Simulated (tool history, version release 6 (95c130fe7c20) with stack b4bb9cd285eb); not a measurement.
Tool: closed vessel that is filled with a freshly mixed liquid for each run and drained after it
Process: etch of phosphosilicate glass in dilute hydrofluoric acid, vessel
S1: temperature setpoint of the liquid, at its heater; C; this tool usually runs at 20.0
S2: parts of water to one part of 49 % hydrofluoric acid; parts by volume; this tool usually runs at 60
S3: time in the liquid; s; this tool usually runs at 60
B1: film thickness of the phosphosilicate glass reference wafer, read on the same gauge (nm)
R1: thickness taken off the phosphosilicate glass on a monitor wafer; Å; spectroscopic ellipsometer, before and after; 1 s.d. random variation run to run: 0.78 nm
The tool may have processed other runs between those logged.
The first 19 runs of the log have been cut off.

| run | hour | S1 | S2 | S3 | B1 | R1 |
|---|---|---|---|---|---|---|
| 20 | 275.0 | 20.0 | 30 | 70 | 99.97 | 3436.9 |
|  | 283.9 | hydrofluoric acid flow meter replaced |
| 21 | 327.8 | 21.5 | 75 | 40 | 100.00 | 846.9 |
| 22 | 337.4 | 24.5 | 50 | 30 | 100.02 | 1101.2 |
| 23 | 346.1 | 24.0 | 90 | 60 | 100.03 | 1142.6 |
| 24 | 352.6 | 20.0 | 40 | 60 | 100.00 | 2323.0 |
| 25 | 365.9 | 18.0 | 60 | 60 | 100.04 | 1392.9 |
| 26 | 395.3 | 22.5 | 85 | 60 | 100.03 | 1146.6 |
| 27 | 418.2 | 20.0 | 70 | 80 | 99.94 | 1695.3 |
| 28 | 425.3 | 20.0 | 60 | 80 | 99.95 | 2010.2 |
| 29 | 432.9 | 20.0 | 60 | 60 | 100.01 | 1499.5 |
| 30 | 446.4 | 17.0 | 40 | 75 | 99.96 | 2534.0 |
| 31 | 455.3 | 20.0 | 90 | 75 | 100.02 | 1207.4 |

Branching from run 31: 5 alternative next runs. What would each branch give?
| A | 456.0 | 20.0 | 60 | 60 | ? | ? |
| B | 456.0 | 20.0 | 85 | 60 | ? | ? |
| C | 456.0 | 20.0 | 60 | 30 | ? | ? |
| D | 456.0 | 17.5 | 50 | 45 | ? | ? |
| E | 456.0 | 17.0 | 60 | 60 | ? | ? |

| run | B1 | R1 |
|---|---|---|
| A | 99.99 | 1510.3 |
| B | 99.99 | 1034.9 |
| C | 99.99 | 755.1 |
| D | 99.99 | 1236.0 |
| E | 99.99 | 1328.8 |
Without the tool's unlogged condition, the same runs would have read:
| run | R1 |
|---|---|
| A | 1541.3 |
| B | 1056.8 |
| C | 770.7 |
| D | 1261.1 |
| E | 1356.0 |
